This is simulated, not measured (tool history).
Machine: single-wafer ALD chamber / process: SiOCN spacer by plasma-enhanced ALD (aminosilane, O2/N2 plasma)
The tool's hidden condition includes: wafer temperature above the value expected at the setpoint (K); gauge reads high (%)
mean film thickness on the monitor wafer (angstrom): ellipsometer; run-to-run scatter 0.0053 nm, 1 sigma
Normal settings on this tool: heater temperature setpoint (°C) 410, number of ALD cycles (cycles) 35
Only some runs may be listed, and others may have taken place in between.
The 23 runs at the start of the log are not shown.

run	hour	heater temperature setpoint (°C)	number of ALD cycles (cycles)	wafers since the last listed run	hours since the last thermocouple change	hours since the gauge calibration	read-back reference wafer on the same gauge, thickness_nm	mean film thickness on the monitor wafer (angstrom)
24	586	410	32	330	208.9	826.7	2.52	19.64
25	609.4	410	35	231	232.3	850.1	2.52	21.49
# hour 619: gauge calibrated
26	630.7	399	37	211	253.6	11.7	2.521	23.21
27	694.4	410	35	631	317.3	75.4	2.518	21.48
28	708.6	420	37	140	331.5	89.6	2.519	22.08
29	728.5	406	40	197	351.4	109.5	2.52	24.88
30	749.4	416	28	207	372.3	130.4	2.519	16.91
31	764.1	419	31	145	387	145.1	2.521	18.54

Run 32, settings as shown, results not yet in. Your forecast:
32	778.9	410	37	146	401.8	159.9	?	?

For run 32 the tool returned read-back reference wafer on the same gauge, thickness_nm 2.52, mean film thickness on the monitor wafer (angstrom) 22.72.
With the hidden condition absent and the run-to-run variation left alone, this run would have shown mean film thickness on the monitor wafer (angstrom) 22.58.
